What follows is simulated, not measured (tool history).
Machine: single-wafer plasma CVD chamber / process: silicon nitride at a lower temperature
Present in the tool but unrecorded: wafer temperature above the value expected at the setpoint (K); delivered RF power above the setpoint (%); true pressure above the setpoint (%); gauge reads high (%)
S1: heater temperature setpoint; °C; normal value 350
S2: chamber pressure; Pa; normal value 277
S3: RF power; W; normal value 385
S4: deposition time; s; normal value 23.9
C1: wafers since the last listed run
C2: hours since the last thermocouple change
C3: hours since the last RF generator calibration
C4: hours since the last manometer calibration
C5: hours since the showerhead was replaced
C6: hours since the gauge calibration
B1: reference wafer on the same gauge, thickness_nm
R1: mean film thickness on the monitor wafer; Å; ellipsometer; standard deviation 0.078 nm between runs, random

| run | hour | S1 | S2 | S3 | S4 | C1 | C2 | C3 | C4 | C5 | C6 | B1 | R1 |
|---|---|---|---|---|---|---|---|---|---|---|---|---|---|
| 1 | 0.0 | 350 | 277 | 385 | 23.9 | 0 | 2050.2 | 1417.0 | 1435.4 | 6090.0 | 34.8 | 33.801 | 309.57 |
| 2 | 10.5 | 350 | 277 | 385 | 23.9 | 240 | 2060.7 | 1427.5 | 1445.9 | 6100.5 | 45.3 | 33.784 | 307.65 |
| 3 | 20.8 | 350 | 303 | 385 | 23.9 | 236 | 2071.0 | 1437.8 | 1456.2 | 6110.8 | 55.6 | 33.829 | 311.82 |
| 4 | 30.4 | 350 | 303 | 385 | 23.9 | 220 | 2080.6 | 1447.4 | 1465.8 | 6120.4 | 65.2 | 33.812 | 312.33 |
| 5 | 38.5 | 350 | 303 | 385 | 23.9 | 185 | 2088.7 | 1455.5 | 1473.9 | 6128.5 | 73.3 | 33.803 | 312.45 |
| 6 | 53.0 | 350 | 251 | 385 | 23.9 | 332 | 2103.2 | 1470.0 | 1488.4 | 6143.0 | 87.8 | 33.799 | 302.89 |
| 7 | 59.9 | 350 | 251 | 385 | 23.9 | 158 | 2110.1 | 1476.9 | 1495.3 | 6149.9 | 94.7 | 33.804 | 301.10 |
| 8 | 73.1 | 350 | 232 | 385 | 23.9 | 302 | 2123.3 | 1490.1 | 1508.5 | 6163.1 | 107.9 | 33.774 | 297.34 |
| 9 | 81.1 | 350 | 232 | 385 | 23.9 | 183 | 2131.3 | 1498.1 | 1516.5 | 6171.1 | 115.9 | 33.819 | 298.01 |
|  | 101.0 | showerhead replaced |
| 10 | 101.5 | 350 | 232 | 385 | 23.9 | 284 | 2151.7 | 1518.5 | 1536.9 | 0.5 | 136.3 | 33.789 | 297.75 |
| 11 | 115.9 | 350 | 277 | 385 | 26.8 | 330 | 2166.1 | 1532.9 | 1551.3 | 14.9 | 150.7 | 33.796 | 343.14 |
| 12 | 122.2 | 350 | 277 | 385 | 26.8 | 144 | 2172.4 | 1539.2 | 1557.6 | 21.2 | 157.0 | 33.778 | 341.69 |
|  | 130.2 | capacitance manometer re-zeroed and calibrated |
| 13 | 138.9 | 350 | 277 | 385 | 26.8 | 199 | 2189.1 | 1555.9 | 8.7 | 37.9 | 173.7 | 33.792 | 341.55 |
|  | 150.2 | thermocouple changed; heater temperature recalibrated |
|  | 153.9 | RF generator calibrated |
| 14 | 154.4 | 350 | 277 | 385 | 23.9 | 88 | 4.2 | 0.5 | 24.2 | 53.4 | 189.2 | 33.811 | 326.74 |
|  | 160.5 | gauge calibrated |
| 15 | 161.2 | 350 | 277 | 385 | 26.8 | 155 | 11.0 | 7.3 | 31.0 | 60.2 | 0.7 | 33.790 | 364.36 |
| 16 | 178.3 | 350 | 296 | 385 | 19.8 | 392 | 28.1 | 24.4 | 48.1 | 77.3 | 17.8 | 33.826 | 273.63 |
| 17 | 187.8 | 350 | 277 | 325 | 20.1 | 217 | 37.6 | 33.9 | 57.6 | 86.8 | 27.3 | 33.792 | 245.37 |
| 18 | 199.6 | 350 | 277 | 335 | 23.9 | 270 | 49.4 | 45.7 | 69.4 | 98.6 | 39.1 | 33.818 | 297.84 |
| 19 | 209.0 | 350 | 336 | 385 | 23.9 | 215 | 58.8 | 55.1 | 78.8 | 108.0 | 48.5 | 33.799 | 337.65 |
| 20 | 225.9 | 350 | 277 | 410 | 23.9 | 387 | 75.7 | 72.0 | 95.7 | 124.9 | 65.4 | 33.791 | 340.24 |
| 21 | 242.8 | 350 | 259 | 385 | 23.9 | 387 | 92.6 | 88.9 | 112.6 | 141.8 | 82.3 | 33.814 | 323.38 |
| 22 | 248.9 | 350 | 277 | 385 | 23.9 | 139 | 98.7 | 95.0 | 118.7 | 147.9 | 88.4 | 33.810 | 327.37 |
| 23 | 266.0 | 359 | 325 | 435 | 20.8 | 392 | 115.8 | 112.1 | 135.8 | 165.0 | 105.5 | 33.810 | 312.83 |
| 24 | 280.6 | 350 | 277 | 345 | 21.5 | 334 | 130.4 | 126.7 | 150.4 | 179.6 | 120.1 | 33.811 | 272.86 |
| 25 | 290.4 | 342 | 277 | 385 | 21.3 | 224 | 140.2 | 136.5 | 160.2 | 189.4 | 129.9 | 33.792 | 292.25 |
| 26 | 308.2 | 337 | 213 | 435 | 23.9 | 408 | 158.0 | 154.3 | 178.0 | 207.2 | 147.7 | 33.787 | 339.89 |
| 27 | 316.7 | 341 | 277 | 385 | 27.2 | 194 | 166.5 | 162.8 | 186.5 | 215.7 | 156.2 | 33.799 | 372.43 |
| 28 | 330.3 | 361 | 277 | 385 | 20.8 | 311 | 180.1 | 176.4 | 200.1 | 229.3 | 169.8 | 33.802 | 282.28 |

Pick out some run-to-run changes in R1. Of each, how much would a tool without hidden state show as well, from the settings, what came in and chance, and how much is left for the hidden state and any gauge scatter not in both results compared?
Run 10 -> 11: S2 232 -> 277, S4 23.9 -> 26.8. R1 +45.39 Å: hidden state -3.80, all else +49.19.
Run 13 -> 14: S4 26.8 -> 23.9, thermocouple changed; heater temperature recalibrated, RF generator calibrated. R1 -14.81 Å: hidden state +24.91, all else -39.72.
Run 15 -> 16: S2 277 -> 296, S4 26.8 -> 19.8. R1 -90.73 Å: hidden state +0.33, all else -91.06.
Run 27 -> 28: S1 341 -> 361, S4 27.2 -> 20.8. R1 -90.15 Å: hidden state +0.36, all else -90.51.

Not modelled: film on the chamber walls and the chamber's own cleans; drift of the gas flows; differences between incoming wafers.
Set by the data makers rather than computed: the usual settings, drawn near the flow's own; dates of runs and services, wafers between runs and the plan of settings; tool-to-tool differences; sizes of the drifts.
